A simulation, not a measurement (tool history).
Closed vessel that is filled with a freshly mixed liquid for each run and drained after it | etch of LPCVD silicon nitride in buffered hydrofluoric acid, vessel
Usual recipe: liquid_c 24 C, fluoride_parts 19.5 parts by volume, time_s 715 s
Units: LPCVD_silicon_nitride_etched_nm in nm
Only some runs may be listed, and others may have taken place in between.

run   hour  liquid_c  fluoride_parts  time_s  read-back film thickness of the LPCVD silicon nitride reference wafer, read on the same gauge (nm)  LPCVD_silicon_nitride_etched_nm
  1      0        24            19.5     715                                                                                              89.992                            5.523
  2     35        24            19.5     495                                                                                              90.013                            3.864
  3   57.7        24            19.5     715                                                                                              89.994                            5.496
  4   75.2        24            19.5     715                                                                                              90.024                            5.512
  5   90.4        24            19.5     715                                                                                              90.011                            5.501
  6  115.3        24            19.5     715                                                                                              89.995                            5.592
  7  134.3        24            24.5     715                                                                                              89.995                            4.595
  8  164.7        24            24.5     715                                                                                              89.982                            4.629
  9  193.7        24            19.5     715                                                                                              90.014                            5.539
 10    228        24            19.5     715                                                                                               89.99                            5.536
 11  251.9        24              25    1055                                                                                              90.049                            6.717
 12  281.6        24            19.5     715                                                                                              90.003                             5.52
 13  309.4        24            19.5     935                                                                                              90.029                            7.353
     355.4  -- thermometer replaced
 14  366.4        24            19.5     715                                                                                              90.051                            5.627
 15  392.5      20.5            19.5     715                                                                                              89.981                            4.636
 16  410.5        24              26    1110                                                                                              89.999                            6.887
     416.3  -- hydrofluoric acid flow meter replaced
     469.4  -- gauge calibrated
       500  -- hydrofluoric acid flow meter replaced, repeated, since the last time left the tool worse
 17  505.1        24            26.5     715                                                                                              89.993                            4.173
 18  521.9        22              12     520                                                                                              90.016                             5.47
 19  543.9        24            19.5     715                                                                                              90.023                            5.206
 20  567.9        24              22     715                                                                                              89.997                            4.708
 21  580.6        24            19.5     715                                                                                              89.983                            5.127
 22  597.9        24            19.5     455                                                                                              89.987                            3.305
 23  616.7        24              14     715                                                                                              89.993                            7.189

Exercise: give the hidden state of the tool at every run:
liquid hotter than its thermometer reads (K): 0 in every run
gauge reads high (%): 0 in every run
H1: hydrofluoric acid flow above the setpoint (%)
run     H1
  1   7.36
  2    7.5
  3   7.59
  4   7.66
  5   7.72
  6   7.82
  7    7.9
  8   8.02
  9   8.14
 10   8.28
 11   8.37
 12   8.49
 13    8.6
 14   8.83
 15   8.94
 16   9.01
 17  0.478
 18  0.546
 19  0.634
 20   0.73
 21  0.781
 22  0.851
 23  0.926
